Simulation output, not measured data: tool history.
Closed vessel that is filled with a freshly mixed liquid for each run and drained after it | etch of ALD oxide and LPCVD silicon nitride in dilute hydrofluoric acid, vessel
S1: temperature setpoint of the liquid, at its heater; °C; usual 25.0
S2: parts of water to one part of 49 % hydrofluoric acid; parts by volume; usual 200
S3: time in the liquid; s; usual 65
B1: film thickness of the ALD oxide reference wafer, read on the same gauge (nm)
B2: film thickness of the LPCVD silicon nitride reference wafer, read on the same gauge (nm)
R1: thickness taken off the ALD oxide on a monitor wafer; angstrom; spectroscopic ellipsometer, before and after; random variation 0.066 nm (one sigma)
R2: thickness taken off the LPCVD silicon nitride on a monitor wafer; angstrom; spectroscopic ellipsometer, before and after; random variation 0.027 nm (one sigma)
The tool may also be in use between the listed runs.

run   hour    S1   S2   S3      B1      B2     R1    R2
  1    0.0  27.0  200   65  100.00  40.006   75.8  1.73
  2   14.9  27.0  200   65  100.00  40.008   76.4  1.53
  3   50.7  27.0  200   65  100.01  40.006   76.3  2.00
  4   86.0  25.0  200   65  100.00  39.993   71.0  1.91
  5  100.3  22.5  200   45  100.00  40.007   44.6  1.21
  6  117.2  22.5  200   45   99.97  39.999   45.1  1.05
  7  132.0  25.0  200   65  100.01  39.998   70.9  2.05
  8  155.6  25.0  200   65  100.02  40.015   70.7  1.59
     166.9  -- hydrofluoric acid flow meter replaced
  9  168.9  26.5  200   65  100.01  40.008   74.7  2.15
 10  201.6  26.5  200   65  100.04  40.002   75.3  1.91
 11  218.3  25.0  200   65   99.99  39.994   71.2  1.96
 12  250.5  28.5  155  100   99.98  40.004  168.1  5.12
     253.5  -- gauge calibrated
     264.9  -- thermometer replaced
 13  270.3  25.0  200   65  100.00  40.011   70.7  2.02
 14  285.0  28.0  230   40  100.01  40.013   41.8  1.42
 15  312.1  25.0  200   40   99.98  40.006   43.8  1.27
 16  337.6  28.5  300   50  100.00  39.992   37.0  1.12
 17  371.6  21.0  235   45   99.98  40.003   34.3  0.64
 18  394.5  29.0  165   30  100.00  39.991   47.2  1.28
 19  421.3  23.0  280   90  100.01  39.996   60.6  1.67
 20  439.6  25.0  200   65  100.01  40.005   71.0  2.05
 21  471.8  25.0  200   65  100.00  39.982   71.3  2.09
 22  489.7  21.0  235   45  100.01  40.016   34.7  0.85
 23  511.1  25.0  105   30   99.99  39.981   69.4  1.74
 24  546.2  22.5  200   45  100.00  39.999   45.4  1.36
     557.5  -- gauge calibrated
 25  576.2  21.0  110   30   99.98  40.014   56.5  1.33

5 ways to go on from here, each from the tool as it stands after run 25. What would each give?
  A  576.9  25.0  130  65   ?   ?   ?   ?
  B  576.9  25.0  200  50   ?   ?   ?   ?
  C  576.9  23.5  135  95   ?   ?   ?   ?
  D  576.9  23.0  150  85   ?   ?   ?   ?
  E  576.9  29.0  200  65   ?   ?   ?   ?

run      B1      B2     R1    R2
  A  100.01  40.009  119.0  3.54
  B  100.01  40.009   54.9  1.77
  C  100.01  40.009  157.1  4.52
  D  100.01  40.009  122.0  3.53
  E  100.01  40.009   82.3  2.95
Without the tool's hidden state the same runs would have given:
run     R1    R2
  A  119.0  3.54
  B   54.9  1.77
  C  157.1  4.52
  D  122.0  3.53
  E   82.3  2.95
